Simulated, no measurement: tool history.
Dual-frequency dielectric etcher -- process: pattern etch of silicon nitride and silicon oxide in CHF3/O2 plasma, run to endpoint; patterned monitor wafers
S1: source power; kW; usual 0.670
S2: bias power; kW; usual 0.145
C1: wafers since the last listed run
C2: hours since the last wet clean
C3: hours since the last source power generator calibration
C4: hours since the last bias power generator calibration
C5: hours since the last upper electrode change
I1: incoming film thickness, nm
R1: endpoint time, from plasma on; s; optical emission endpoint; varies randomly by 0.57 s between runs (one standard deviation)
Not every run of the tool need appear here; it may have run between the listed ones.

run 1 day=0.000 | S1=0.600 S2=0.145 | C1=0 C2=117.6 C3=3586.5 C4=600.6 C5=3034.9 | I1=250.5 | R1=181.2
run 2 day=2.429 | S1=0.670 S2=0.145 | C1=484 C2=175.9 C3=3644.8 C4=658.9 C5=3093.2 | I1=249.0 | R1=169.2
run 3 day=4.392 | S1=0.670 S2=0.145 | C1=391 C2=223.0 C3=3691.9 C4=706.0 C5=3140.3 | I1=251.1 | R1=170.0
run 4 day=7.208 | S1=0.550 S2=0.124 | C1=562 C2=290.6 C3=3759.5 C4=773.6 C5=3207.9 | I1=250.0 | R1=197.9
run 5 day=9.654 | S1=0.550 S2=0.124 | C1=488 C2=349.3 C3=3818.2 C4=832.3 C5=3266.6 | I1=249.0 | R1=198.0
run 6 day=11.508 | S1=0.550 S2=0.124 | C1=370 C2=393.8 C3=3862.7 C4=876.8 C5=3311.1 | I1=251.6 | R1=200.3
run 7 day=14.204 | S1=0.610 S2=0.145 | C1=538 C2=458.5 C3=3927.4 C4=941.5 C5=3375.8 | I1=247.4 | R1=175.4
-- day=16.442 wet clean of the chamber
run 8 day=16.712 | S1=0.780 S2=0.157 | C1=301 C2=6.5 C3=3987.6 C4=1001.7 C5=3436.0 | I1=250.3 | R1=153.0
run 9 day=19.038 | S1=0.780 S2=0.157 | C1=464 C2=62.3 C3=4043.4 C4=1057.5 C5=3491.8 | I1=250.0 | R1=153.2
run 10 day=26.379 | S1=0.780 S2=0.157 | C1=1465 C2=238.5 C3=4219.6 C4=1233.7 C5=3668.0 | I1=248.8 | R1=152.1
run 11 day=27.979 | S1=0.750 S2=0.145 | C1=319 C2=276.9 C3=4258.0 C4=1272.1 C5=3706.4 | I1=249.8 | R1=159.6
run 12 day=29.908 | S1=0.750 S2=0.145 | C1=385 C2=323.2 C3=4304.3 C4=1318.4 C5=3752.7 | I1=248.3 | R1=159.6
run 13 day=32.146 | S1=0.750 S2=0.145 | C1=446 C2=376.9 C3=4358.0 C4=1372.1 C5=3806.4 | I1=249.4 | R1=158.8
run 14 day=33.538 | S1=0.560 S2=0.145 | C1=277 C2=410.3 C3=4391.4 C4=1405.5 C5=3839.8 | I1=250.5 | R1=186.2
run 15 day=36.329 | S1=0.560 S2=0.145 | C1=557 C2=477.3 C3=4458.4 C4=1472.5 C5=3906.8 | I1=252.4 | R1=189.0
-- day=39.521 wet clean of the chamber
run 16 day=39.542 | S1=0.560 S2=0.145 | C1=441 C2=0.5 C3=4535.5 C4=1549.6 C5=3983.9 | I1=248.5 | R1=185.2
run 17 day=41.162 | S1=0.670 S2=0.145 | C1=323 C2=39.4 C3=4574.4 C4=1588.5 C5=4022.8 | I1=251.1 | R1=170.6
run 18 day=42.288 | S1=0.620 S2=0.145 | C1=224 C2=66.4 C3=4601.4 C4=1615.5 C5=4049.8 | I1=246.4 | R1=174.5
run 19 day=44.950 | S1=0.590 S2=0.164 | C1=531 C2=130.3 C3=4665.3 C4=1679.4 C5=4113.7 | I1=249.7 | R1=173.3
-- day=47.125 source power generator calibrated
run 20 day=47.146 | S1=0.810 S2=0.145 | C1=404 C2=183.0 C3=0.5 C4=1732.1 C5=4166.4 | I1=252.2 | R1=155.3
-- day=48.542 bias power generator calibrated
run 21 day=49.492 | S1=0.670 S2=0.164 | C1=434 C2=239.3 C3=56.8 C4=22.8 C5=4222.7 | I1=248.3 | R1=165.4
run 22 day=51.062 | S1=0.550 S2=0.124 | C1=313 C2=277.0 C3=94.5 C4=60.5 C5=4260.4 | I1=249.5 | R1=199.4
run 23 day=52.646 | S1=0.760 S2=0.113 | C1=316 C2=315.0 C3=132.5 C4=98.5 C5=4298.4 | I1=245.7 | R1=169.0
run 24 day=54.558 | S1=0.510 S2=0.159 | C1=381 C2=360.9 C3=178.4 C4=144.4 C5=4344.3 | I1=248.0 | R1=192.1
run 25 day=56.417 | S1=0.670 S2=0.145 | C1=370 C2=405.5 C3=223.0 C4=189.0 C5=4388.9 | I1=251.3 | R1=172.0
-- day=57.446 upper electrode replaced
run 26 day=58.900 | S1=0.820 S2=0.168 | C1=296 C2=465.1 C3=282.6 C4=248.6 C5=34.9 | I1=249.8 | R1=147.9
-- day=60.804 wet clean of the chamber
run 27 day=60.825 | S1=0.790 S2=0.145 | C1=184 C2=0.5 C3=328.8 C4=294.8 C5=81.1 | I1=247.7 | R1=154.2
run 28 day=61.804 | S1=0.670 S2=0.158 | C1=195 C2=24.0 C3=352.3 C4=318.3 C5=104.6 | I1=248.9 | R1=164.7
run 29 day=63.279 | S1=0.670 S2=0.113 | C1=294 C2=59.4 C3=387.7 C4=353.7 C5=140.0 | I1=249.3 | R1=182.7
run 30 day=65.758 | S1=0.510 S2=0.179 | C1=494 C2=118.9 C3=447.2 C4=413.2 C5=199.5 | I1=247.5 | R1=183.5
run 31 day=68.079 | S1=0.670 S2=0.145 | C1=463 C2=174.6 C3=502.9 C4=468.9 C5=255.2 | I1=248.7 | R1=169.4
run 32 day=69.908 | S1=0.670 S2=0.157 | C1=365 C2=218.5 C3=546.8 C4=512.8 C5=299.1 | I1=252.2 | R1=166.4
run 33 day=71.167 | S1=0.510 S2=0.179 | C1=251 C2=248.7 C3=577.0 C4=543.0 C5=329.3 | I1=250.9 | R1=185.4
run 34 day=73.783 | S1=0.740 S2=0.161 | C1=522 C2=311.5 C3=639.8 C4=605.8 C5=392.1 | I1=248.7 | R1=155.2
run 35 day=75.179 | S1=0.570 S2=0.132 | C1=278 C2=345.0 C3=673.3 C4=639.3 C5=425.6 | I1=247.3 | R1=188.3
run 36 day=77.854 | S1=0.770 S2=0.177 | C1=533 C2=409.2 C3=737.5 C4=703.5 C5=489.8 | I1=250.8 | R1=149.2

Alternative continuations, all from the tool just after run 36; predict every row:
run A day=77.875 | S1=0.670 S2=0.123 | C1=4 C2=409.7 C3=738.0 C4=704.0 C5=490.3 | I1=249.8 | R1=?
run B day=77.875 | S1=0.790 S2=0.123 | C1=4 C2=409.7 C3=738.0 C4=704.0 C5=490.3 | I1=249.8 | R1=?
run C day=77.875 | S1=0.670 S2=0.159 | C1=4 C2=409.7 C3=738.0 C4=704.0 C5=490.3 | I1=249.8 | R1=?

run=A R1=178.9
run=B R1=164.2
run=C R1=165.5
Without the tool's unlogged condition, the same runs would have read:
run=A R1=181.1
run=B R1=166.2
run=C R1=167.7
